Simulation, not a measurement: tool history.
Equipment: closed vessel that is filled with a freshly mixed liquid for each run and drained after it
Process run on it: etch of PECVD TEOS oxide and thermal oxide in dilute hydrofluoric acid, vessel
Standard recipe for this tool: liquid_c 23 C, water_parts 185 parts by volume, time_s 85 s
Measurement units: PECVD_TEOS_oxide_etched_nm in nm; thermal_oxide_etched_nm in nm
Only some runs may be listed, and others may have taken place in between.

run	hour	liquid_c	water_parts	time_s	read-back film thickness of the PECVD TEOS oxide reference wafer, read on the same gauge (nm)	read-back film thickness of the thermal oxide reference wafer, read on the same gauge (nm)	PECVD_TEOS_oxide_etched_nm	thermal_oxide_etched_nm
1	0	23	185	75	60	80.021	6.26	1.528
# hour 4.7: thermometer replaced
2	15.3	23	185	85	59.97	79.982	6.91	1.64
3	33.1	23	255	85	60	79.979	4.54	1.12
# hour 42.2: gauge calibrated
4	43.1	25	185	85	60.01	79.953	7.37	1.809
5	57.9	23	245	70	59.99	79.978	4.01	0.963
6	70.6	23	185	85	60	79.995	6.78	1.632
7	77	18.5	100	120	60	79.978	16.18	3.877
8	94.3	26.5	185	70	60.03	79.959	6.48	1.539
9	101.4	23	185	105	59.99	80.006	8.49	2.033
# hour 103.8: thermometer replaced, repeated, since the last time left the tool worse
10	112.6	23	185	70	60.03	80	6.31	1.542
11	120.5	24.5	185	70	59.98	80.006	6.66	1.63
12	133.7	27	100	70	59.98	79.998	14.94	3.592
13	148.3	23	220	50	60.01	79.972	3.64	0.869
# hour 151.7: hydrofluoric acid flow meter replaced
14	163.1	24.5	235	40	60.01	79.97	2.81	0.695
15	169.8	26.5	240	100	60.04	80.002	7.45	1.758
16	179	23	110	70	59.99	80.008	11.31	2.771
17	186.3	23	185	85	59.99	79.981	7.54	1.86
18	200.1	21.5	270	50	60	80.017	2.67	0.632
19	213.4	19	230	40	59.99	79.973	2.34	0.569
20	226.7	18	160	105	59.94	80.017	9.14	2.201
21	235.9	26.5	240	100	60.01	80.002	7.37	1.833
22	250.3	26	250	115	60.02	80.024	7.84	1.949
23	266	18	120	85	60.03	79.995	10.18	2.497
24	282.6	24.5	155	70	59.98	80.019	8.12	2.035
25	299.8	25.5	145	55	60.02	80.017	7.14	1.759
26	310.5	19	150	85	59.94	80.013	8.29	2.02

Here are 4 independent what-if runs from the current tool condition. What would each one return?
A	311.2	23	185	40	?	?	?	?
B	311.2	27.5	130	85	?	?	?	?
C	311.2	28	245	60	?	?	?	?
D	311.2	19	140	85	?	?	?	?

run	read-back film thickness of the PECVD TEOS oxide reference wafer, read on the same gauge (nm)	read-back film thickness of the thermal oxide reference wafer, read on the same gauge (nm)	PECVD_TEOS_oxide_etched_nm	thermal_oxide_etched_nm
A	59.97	80.001	3.51	0.863
B	59.97	80.001	13.4	3.297
C	59.97	80.001	4.47	1.099
D	59.97	80.001	8.82	2.17
With the hidden condition removed and each run's random variation left untouched, the same runs would have given:
run	PECVD_TEOS_oxide_etched_nm	thermal_oxide_etched_nm
A	3.59	0.883
B	13.7	3.37
C	4.56	1.121
D	9.03	2.222
